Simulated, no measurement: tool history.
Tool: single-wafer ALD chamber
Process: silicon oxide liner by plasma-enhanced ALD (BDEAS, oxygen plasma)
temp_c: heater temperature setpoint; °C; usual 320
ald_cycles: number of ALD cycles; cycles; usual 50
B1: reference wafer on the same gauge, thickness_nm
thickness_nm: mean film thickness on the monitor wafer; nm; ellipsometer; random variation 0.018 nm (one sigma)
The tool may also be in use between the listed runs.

{"run": 1, "hour": 0.0, "temp_c": 320, "ald_cycles": 50, "B1": 4.101, "thickness_nm": 5.065}
{"run": 2, "hour": 14.3, "temp_c": 320, "ald_cycles": 50, "B1": 4.1, "thickness_nm": 5.065}
{"run": 3, "hour": 33.9, "temp_c": 320, "ald_cycles": 50, "B1": 4.104, "thickness_nm": 5.029}
{"run": 4, "hour": 59.9, "temp_c": 320, "ald_cycles": 50, "B1": 4.11, "thickness_nm": 5.063}
{"run": 5, "hour": 84.0, "temp_c": 320, "ald_cycles": 50, "B1": 4.107, "thickness_nm": 5.056}
{"run": 6, "hour": 118.9, "temp_c": 320, "ald_cycles": 57, "B1": 4.11, "thickness_nm": 5.769}
{"run": 7, "hour": 141.8, "temp_c": 320, "ald_cycles": 57, "B1": 4.106, "thickness_nm": 5.773}
{"run": 8, "hour": 167.7, "temp_c": 320, "ald_cycles": 50, "B1": 4.107, "thickness_nm": 5.086}
{"run": 9, "hour": 186.7, "temp_c": 320, "ald_cycles": 50, "B1": 4.111, "thickness_nm": 5.057}
{"run": 10, "hour": 199.8, "temp_c": 320, "ald_cycles": 50, "B1": 4.111, "thickness_nm": 5.056}
{"run": 11, "hour": 235.1, "temp_c": 320, "ald_cycles": 50, "B1": 4.113, "thickness_nm": 5.024}
{"run": 12, "hour": 248.9, "temp_c": 311, "ald_cycles": 47, "B1": 4.106, "thickness_nm": 4.844}
{"run": 13, "hour": 278.3, "temp_c": 311, "ald_cycles": 47, "B1": 4.111, "thickness_nm": 4.824}
{"run": 14, "hour": 308.0, "temp_c": 320, "ald_cycles": 50, "B1": 4.114, "thickness_nm": 5.094}
{"run": 15, "hour": 339.1, "temp_c": 320, "ald_cycles": 50, "B1": 4.117, "thickness_nm": 5.063}
{"run": 16, "hour": 429.1, "temp_c": 320, "ald_cycles": 50, "B1": 4.113, "thickness_nm": 5.068}
{"hour": 464.3, "done": "thermocouple changed; heater temperature recalibrated"}
{"run": 17, "hour": 464.8, "temp_c": 320, "ald_cycles": 50, "B1": 4.109, "thickness_nm": 5.071}
{"run": 18, "hour": 496.8, "temp_c": 320, "ald_cycles": 50, "B1": 4.107, "thickness_nm": 5.075}
{"hour": 520.4, "done": "gauge calibrated"}
{"run": 19, "hour": 531.2, "temp_c": 320, "ald_cycles": 50, "B1": 4.011, "thickness_nm": 4.936}
{"run": 20, "hour": 543.3, "temp_c": 320, "ald_cycles": 50, "B1": 4.02, "thickness_nm": 4.977}
{"run": 21, "hour": 649.7, "temp_c": 312, "ald_cycles": 50, "B1": 4.037, "thickness_nm": 5.017}
{"run": 22, "hour": 677.2, "temp_c": 334, "ald_cycles": 40, "B1": 4.042, "thickness_nm": 3.926}
{"run": 23, "hour": 702.0, "temp_c": 320, "ald_cycles": 41, "B1": 4.052, "thickness_nm": 4.067}
{"run": 24, "hour": 722.2, "temp_c": 320, "ald_cycles": 50, "B1": 4.051, "thickness_nm": 5.018}
{"run": 25, "hour": 741.7, "temp_c": 308, "ald_cycles": 46, "B1": 4.06, "thickness_nm": 4.662}
{"run": 26, "hour": 762.4, "temp_c": 320, "ald_cycles": 50, "B1": 4.062, "thickness_nm": 5.026}
{"run": 27, "hour": 786.8, "temp_c": 316, "ald_cycles": 50, "B1": 4.059, "thickness_nm": 5.026}
{"run": 28, "hour": 801.3, "temp_c": 309, "ald_cycles": 47, "B1": 4.063, "thickness_nm": 4.784}
{"run": 29, "hour": 823.4, "temp_c": 328, "ald_cycles": 42, "B1": 4.067, "thickness_nm": 4.164}
{"run": 30, "hour": 859.1, "temp_c": 320, "ald_cycles": 50, "B1": 4.068, "thickness_nm": 5.029}
{"run": 31, "hour": 877.4, "temp_c": 328, "ald_cycles": 41, "B1": 4.072, "thickness_nm": 4.056}
{"run": 32, "hour": 908.9, "temp_c": 330, "ald_cycles": 55, "B1": 4.07, "thickness_nm": 5.386}
{"run": 33, "hour": 937.9, "temp_c": 315, "ald_cycles": 43, "B1": 4.078, "thickness_nm": 4.363}
{"run": 34, "hour": 967.4, "temp_c": 307, "ald_cycles": 57, "B1": 4.083, "thickness_nm": 5.856}
{"run": 35, "hour": 984.4, "temp_c": 307, "ald_cycles": 53, "B1": 4.077, "thickness_nm": 5.446}
{"run": 36, "hour": 998.4, "temp_c": 320, "ald_cycles": 50, "B1": 4.08, "thickness_nm": 5.013}
{"run": 37, "hour": 1013.8, "temp_c": 326, "ald_cycles": 53, "B1": 4.082, "thickness_nm": 5.28}
{"run": 38, "hour": 1066.4, "temp_c": 313, "ald_cycles": 50, "B1": 4.081, "thickness_nm": 5.06}
{"run": 39, "hour": 1100.0, "temp_c": 315, "ald_cycles": 41, "B1": 4.085, "thickness_nm": 4.176}
{"run": 40, "hour": 1114.5, "temp_c": 327, "ald_cycles": 41, "B1": 4.087, "thickness_nm": 4.089}
{"run": 41, "hour": 1139.5, "temp_c": 311, "ald_cycles": 44, "B1": 4.091, "thickness_nm": 4.486}
{"run": 42, "hour": 1152.8, "temp_c": 330, "ald_cycles": 41, "B1": 4.087, "thickness_nm": 4.073}

Forecast each of these 3 alternatives for the next run:
{"run": "A", "hour": 1153.3, "temp_c": 320, "ald_cycles": 50, "B1": "?", "thickness_nm": "?"}
{"run": "B", "hour": 1153.3, "temp_c": 309, "ald_cycles": 50, "B1": "?", "thickness_nm": "?"}
{"run": "C", "hour": 1153.3, "temp_c": 313, "ald_cycles": 45, "B1": "?", "thickness_nm": "?"}

run=A B1=4.094 thickness_nm=5.015
run=B B1=4.094 thickness_nm=5.105
run=C B1=4.094 thickness_nm=4.565
Without the tool's hidden state the same runs would have given:
run=A thickness_nm=4.929
run=B thickness_nm=5.018
run=C thickness_nm=4.487

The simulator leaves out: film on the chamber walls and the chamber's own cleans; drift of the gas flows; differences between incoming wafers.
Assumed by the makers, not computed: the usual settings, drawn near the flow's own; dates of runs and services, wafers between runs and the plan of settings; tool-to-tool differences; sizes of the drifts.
